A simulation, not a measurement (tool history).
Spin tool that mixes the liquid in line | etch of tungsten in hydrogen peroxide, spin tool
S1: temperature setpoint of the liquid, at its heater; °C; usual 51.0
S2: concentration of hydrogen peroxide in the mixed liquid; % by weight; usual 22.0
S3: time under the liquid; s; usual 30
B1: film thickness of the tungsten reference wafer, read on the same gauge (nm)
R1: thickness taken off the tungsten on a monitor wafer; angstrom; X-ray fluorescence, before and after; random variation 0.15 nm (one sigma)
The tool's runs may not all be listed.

run    hour    S1    S2  S3      B1     R1
  1     0.0  56.0  22.0  30  149.97  395.9
  2    64.7  51.0  22.0  30  150.02  297.9
  3    96.9  51.0  22.0  30  150.01  298.9
  4   142.0  51.0  24.5  30  149.99  317.8
  5   184.3  51.0  24.5  30  149.98  321.6
  6   246.7  47.0  22.0  30  150.01  238.2
  7   290.6  47.0  22.0  30  150.01  240.0
  8   338.0  51.0  22.0  30  149.99  304.9
  9   364.9  51.0  22.0  30  150.01  310.0
 10   401.4  51.0  22.0  30  150.01  308.8
      465.8  -- new drum of peroxide connected
 11   475.9  51.0  22.0  45  150.01  465.1
      480.1  -- thermometer replaced
      521.1  -- gauge calibrated
      617.4  -- peroxide flow meter replaced
 12   627.0  51.0  22.0  30  150.01  287.2
 13   692.8  45.0  24.0  15  150.00  103.2
      785.8  -- heated supply line repaired
 14   790.1  53.5  26.5  20  150.02  249.1
 15   837.4  51.0  16.5  30  149.99  256.7
 16   906.2  47.0  22.0  30  150.00  231.0
 17   975.7  51.0  22.0  30  150.03  299.3
 18  1064.2  51.0  22.0  30  150.00  301.5
 19  1107.1  59.0  17.0  15  150.02  211.8
     1169.2  -- thermometer replaced
 20  1171.3  45.5  25.0  30  149.99  220.3
 21  1226.4  43.5  17.0  15  150.02   80.4
 22  1273.4  41.5  17.5  45  150.00  216.7
 23  1341.1  45.0  22.0  30  149.99  204.3

Forecast each of these 4 alternatives for the next run:
  A  1341.5  51.0  22.0  30   ?   ?
  B  1341.5  60.0  28.5  15   ?   ?
  C  1341.5  58.5  18.0  50   ?   ?
  D  1341.5  43.5  22.0  30   ?   ?

run      B1     R1
  A  150.01  295.2
  B  150.01  285.5
  C  150.01  693.7
  D  150.01  185.4
Without the tool's hidden state the same runs would have given:
run     R1
  A  280.6
  B  271.8
  C  660.2
  D  176.0
